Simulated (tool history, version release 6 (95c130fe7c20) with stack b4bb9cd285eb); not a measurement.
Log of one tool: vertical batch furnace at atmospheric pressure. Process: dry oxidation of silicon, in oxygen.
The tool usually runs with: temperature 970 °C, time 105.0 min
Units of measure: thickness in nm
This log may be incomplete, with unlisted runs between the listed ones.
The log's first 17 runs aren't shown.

run   hour  temperature   time  read-back reference wafer on the same gauge, thickness  thickness
 18  411.1          978  105.0                                                   65.76      82.25
     421.4  -- gauge calibrated
 19  445.4          950  105.0                                                   65.81      66.94
 20  475.4          970  105.0                                                   65.76      78.01
 21  505.6          970  105.0                                                   65.78      78.14
     540.3  -- thermocouples replaced and temperature profile calibrated
 22  540.8          980  131.0                                                   65.79      93.10
 23  546.1          985  155.5                                                   65.85     107.80
 24  556.6          984   62.5                                                   65.76      59.19
     589.0  -- boat lift adjusted
 25  589.5          984   62.5                                                   65.81      59.73
 26  602.1          991   76.5                                                   65.80      71.72
 27  634.9          970  105.0                                                   65.72      75.52
 28  660.0          955   66.5                                                   65.80      49.93
 29  688.5          948   65.0                                                   65.78      46.34
 30  719.0          970  105.0                                                   65.78      75.55
 31  735.1          994   64.0                                                   65.80      65.60
 32  752.0          970  105.0                                                   65.76      76.16
 33  785.6          957  105.0                                                   65.75      69.07
 34  820.7          970  105.0                                                   65.77      76.10
 35  848.1          985  155.5                                                   65.85     108.59
 36  874.7          955   81.0                                                   65.83      57.41

5 options for the next run, each taken on its own from the tool as it stands now. Forecast them:
  A  880.2          977  105.0                                                       ?          ?
  B  880.2          983  146.0                                                       ?          ?
  C  880.2          961   89.5                                                       ?          ?
  D  880.2          970  149.5                                                       ?          ?
  E  880.2          980   54.5                                                       ?          ?

run  read-back reference wafer on the same gauge, thickness  thickness
  A                                                   65.82      80.46
  B                                                   65.82     103.63
  C                                                   65.82      64.32
  D                                                   65.82      96.15
  E                                                   65.82      53.53
Take away the tool's hidden state, keep each run's random variation, and the runs would have read:
run  thickness
  A      78.83
  B     101.67
  C      62.92
  D      94.21
  E      52.42
